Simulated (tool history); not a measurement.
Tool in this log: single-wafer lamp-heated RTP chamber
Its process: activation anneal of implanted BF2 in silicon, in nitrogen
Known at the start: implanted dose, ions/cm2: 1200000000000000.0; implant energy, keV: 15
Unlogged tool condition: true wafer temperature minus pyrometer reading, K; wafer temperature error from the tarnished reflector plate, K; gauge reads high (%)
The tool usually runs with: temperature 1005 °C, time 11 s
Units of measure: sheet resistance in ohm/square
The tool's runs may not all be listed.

run	hour	temperature	time	wafers since the last listed run	wafers since the last pyrometer calibration	wafers since the reflector plate was cleaned	hours since the gauge calibration	read-back reference wafer on the same gauge, sheet resistance	sheet resistance
1	0.0	1014	11	0	3313	5905	414.0	213.03	205.29
# hour 58.8: pyrometer window cleaned and pyrometer calibrated
2	60.3	1014	11	703	19	6609	474.3	212.91	205.62
3	112.3	997	16	699	719	7309	526.3	213.13	216.43
4	144.2	997	16	429	1148	7738	558.2	212.92	216.44
5	197.5	997	16	717	1865	8456	611.5	212.96	216.13
# hour 233.5: reflector plate cleaned
6	239.5	1005	11	457	2323	80	653.5	213.02	223.98
7	308.5	1005	15	928	3252	1009	722.5	212.98	211.81
# hour 355.8: pyrometer window cleaned and pyrometer calibrated
8	428.9	1005	11	1512	984	2521	842.9	212.95	221.97
9	453.0	1005	11	324	1308	2846	867.0	212.99	221.44
10	522.8	1005	11	939	2247	3785	936.8	213.05	219.26
11	556.8	1005	11	457	2705	4243	970.8	213.03	220.28
12	616.3	1005	11	800	3506	5043	1030.3	213.00	219.20
# hour 686.2: pyrometer window cleaned and pyrometer calibrated
13	687.5	1005	11	850	17	5894	1101.5	213.09	218.10
14	725.2	1005	11	507	524	6401	1139.2	213.08	217.51
15	784.2	997	16	793	1318	7195	1198.2	212.91	214.68
# hour 847.2: gauge calibrated
16	852.0	1032	11	912	2231	8108	4.8	213.05	174.76
# hour 866.7: reflector plate cleaned
17	903.8	1032	7	589	2820	499	56.6	212.95	199.13
# hour 962.3: pyrometer window cleaned and pyrometer calibrated
18	974.7	993	11	846	166	1346	127.5	213.00	245.15
19	1014.4	995	14	534	700	1880	167.2	212.90	231.12
20	1047.0	1026	5	438	1139	2318	199.8	212.95	218.86
21	1082.3	1032	8	475	1614	2794	235.1	213.00	192.17
22	1143.3	1026	15	820	2435	3614	296.1	213.01	178.39
23	1185.9	992	14	573	3008	4188	338.7	213.02	234.60
24	1213.1	1005	11	366	3374	4554	365.9	213.05	222.80
25	1245.3	1005	11	433	3808	4987	398.1	212.99	221.91
26	1281.4	1018	17	485	4293	5473	434.2	213.02	182.33
# hour 1308.2: pyrometer window cleaned and pyrometer calibrated
27	1331.4	1005	9	565	312	6038	484.2	213.03	226.36
28	1365.9	975	11	464	776	6502	518.7	212.98	272.16
29	1427.8	978	16	833	1609	7335	580.6	213.05	253.49

Same runs, no hidden state in the tool, same run-to-run variation:
run	sheet resistance
1	211.59
2	212.76
3	225.48
4	225.99
5	226.51
6	226.24
7	215.18
8	226.87
9	226.66
10	225.41
11	226.94
12	226.67
13	226.54
14	226.45
15	225.60
16	183.74
17	199.88
18	247.12
19	233.76
20	221.32
21	195.15
22	181.75
23	240.01
24	227.96
25	227.50
26	187.51
27	232.95
28	281.01
29	263.68

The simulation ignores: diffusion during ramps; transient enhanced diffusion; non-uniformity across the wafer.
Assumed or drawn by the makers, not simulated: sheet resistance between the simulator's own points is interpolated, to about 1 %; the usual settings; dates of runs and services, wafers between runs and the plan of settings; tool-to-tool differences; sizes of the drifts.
